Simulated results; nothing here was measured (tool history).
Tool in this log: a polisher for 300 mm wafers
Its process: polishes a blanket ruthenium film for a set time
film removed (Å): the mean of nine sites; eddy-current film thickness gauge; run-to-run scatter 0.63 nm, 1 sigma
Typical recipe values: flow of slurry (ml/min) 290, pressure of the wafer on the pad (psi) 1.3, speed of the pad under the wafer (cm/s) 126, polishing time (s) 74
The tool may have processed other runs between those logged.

run,day,flow of slurry (ml/min),pressure of the wafer on the pad (psi),speed of the pad under the wafer (cm/s),polishing time (s),"incoming thickness of the incoming film, nm",film removed (Å)
1,0.000,350,1.1,126,74,510.7,468
2,2.150,350,1.1,126,74,512.2,461
3,4.738,325,1.1,126,74,511.9,462
4,8.488,325,1.1,126,74,512.7,456
# day 9.242: worn pad replaced by a new one
5,14.725,325,1.1,126,74,515.3,455
# day 15.267: slurry nozzle cleaned
6,18.929,290,1.2,154,74,511.2,600
7,22.146,290,1.3,126,74,505.3,549
8,25.979,290,1.3,126,74,511.4,542
9,27.621,290,1.3,126,74,507.9,545
# day 28.379: worn pad replaced by a new one
10,31.033,290,1.3,126,74,510.1,529
11,32.850,290,1.3,126,74,509.3,532
12,35.429,290,1.3,126,74,506.6,534
13,38.554,290,1.6,126,74,518.6,650
14,40.108,290,1.6,126,74,514.5,660
# day 43.388: slurry nozzle cleaned
15,44.175,290,1.6,126,74,510.5,700
# day 44.358: worn pad replaced by a new one
16,46.662,290,1.3,126,74,505.6,554
17,49.908,215,1.7,126,52,506.9,490
18,51.712,290,1.3,126,74,515.9,547
# day 52.354: head pressure recalibrated
19,54.538,350,1.1,126,74,505.6,473
20,56.808,195,1.0,126,74,507.8,384
21,60.354,290,1.3,126,74,511.2,542
# day 63.204: worn pad replaced by a new one
22,63.875,230,1.6,92,54,503.6,347
23,66.100,315,1.3,126,74,507.1,544
24,69.392,290,1.5,126,93,516.9,771
# day 71.854: slurry nozzle cleaned
25,71.942,225,1.8,160,74,508.2,923
26,73.842,290,1.2,104,74,512.3,433
27,75.883,290,0.9,146,74,504.5,435
# day 79.400: worn pad replaced by a new one
28,80.117,290,1.3,126,74,516.7,531
29,82.604,290,1.3,126,90,505.1,650
30,84.758,220,1.3,98,74,508.0,416
31,87.508,290,1.8,126,74,506.9,729

Run 32 has not been measured yet. What should we expect?
32,90.175,290,1.3,126,74,498.6,?

film removed (Å): 532
Take away the tool's hidden state, keep the run-to-run variation as it was, and the same run would have given film removed (Å) 561.
